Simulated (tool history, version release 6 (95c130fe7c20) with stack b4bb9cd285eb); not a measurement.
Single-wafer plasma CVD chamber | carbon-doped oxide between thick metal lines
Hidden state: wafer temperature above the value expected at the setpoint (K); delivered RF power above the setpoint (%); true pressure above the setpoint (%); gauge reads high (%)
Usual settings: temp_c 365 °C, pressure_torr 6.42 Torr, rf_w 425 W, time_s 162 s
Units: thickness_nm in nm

run,hour,temp_c,pressure_torr,rf_w,time_s,wafers since the last listed run,hours since the last thermocouple change,hours since the last RF generator calibration,hours since the last manometer calibration,hours since the showerhead was replaced,hours since the gauge calibration,"read-back reference wafer on the same gauge, thickness_nm",thickness_nm
1,0,365,6.42,425,162,0,1136.2,895.8,1356.9,2575,1035.5,689.574,774.528
2,53.3,365,6.42,425,162,355,1189.5,949.1,1410.2,2628.3,1088.8,690.229,774.715
3,250.1,365,6.42,425,162,1310,1386.3,1145.9,1607,2825.1,1285.6,689.513,774.025
4,352.9,365,6.42,380,162,684,1489.1,1248.7,1709.8,2927.9,1388.4,690.163,693.659
5,403.5,365,6.42,380,162,337,1539.7,1299.3,1760.4,2978.5,1439,689.987,689.419
6,475.9,365,6.42,425,162,482,1612.1,1371.7,1832.8,3050.9,1511.4,690.225,776.04
7,563,365,6.42,425,162,580,1699.2,1458.8,1919.9,3138,1598.5,689.688,772.795
8,624.1,365,6.42,425,162,406,1760.3,1519.9,1981,3199.1,1659.6,689.61,772.796
# hour 646.4: gauge calibrated
9,686.8,365,7.38,425,162,417,1823,1582.6,2043.7,3261.8,40.4,689.835,779.693
10,809.7,365,6.42,425,162,818,1945.9,1705.5,2166.6,3384.7,163.3,690.062,774.315
11,857.4,365,6.42,425,162,317,1993.6,1753.2,2214.3,3432.4,211,690.046,774.985
# hour 878.9: thermocouple changed; heater temperature recalibrated
# hour 949.6: capacitance manometer re-zeroed and calibrated
12,961.2,365,6.42,425,162,584,82.3,1857,11.6,3536.2,314.8,689.845,772.824
# hour 973.3: RF generator calibrated
13,1016.3,365,6.42,500,146,313,137.4,43,66.7,3591.3,369.9,690.237,816.419
14,1064.6,365,7.47,465,162,321,185.7,91.3,115,3639.6,418.2,690.105,859.109
15,1149.2,365,6.42,425,162,563,270.3,175.9,199.6,3724.2,502.8,690.377,785.093
# hour 1213.3: showerhead replaced
16,1253,372,6.01,375,136,638,374.1,279.7,303.4,39.7,606.6,689.963,566.749
17,1317.5,365,5.82,380,162,429,438.6,344.2,367.9,104.2,671.1,690.481,687.91
18,1419.2,377,7.66,425,162,677,540.3,445.9,469.6,205.9,772.8,689.722,770.883
19,1481.1,358,6.42,475,162,412,602.2,507.8,531.5,267.8,834.7,689.331,870.173
20,1561,365,6.42,385,162,532,682.1,587.7,611.4,347.7,914.6,690.249,705.076
21,1609.4,365,6.42,505,162,322,730.5,636.1,659.8,396.1,963,690.123,898.974
22,1665.6,370,6.42,365,144,374,786.7,692.3,716,452.3,1019.2,689.566,584.788
23,1721.8,365,6.42,425,162,374,842.9,748.5,772.2,508.5,1075.4,689.51,774.35
24,1801.8,378,6.42,470,162,532,922.9,828.5,852.2,588.5,1155.4,689.715,830.569

Measured less the same run without the tool's hidden state. The same run-to-run variation is in both; the gauge's scatter may not be:
run,thickness_nm
1,-11.35
2,-11.676
3,-12.671
4,-12.254
5,-12.352
6,-13.561
7,-13.768
8,-13.934
9,-14.216
10,-14.387
11,-14.491
12,-14.632
13,-2.117
14,-3.2
15,-4.964
16,-5.017
17,-6.945
18,-8.746
19,-9.181
20,-9.805
21,-10.53
22,-8.881
23,-11.716
24,-11.36
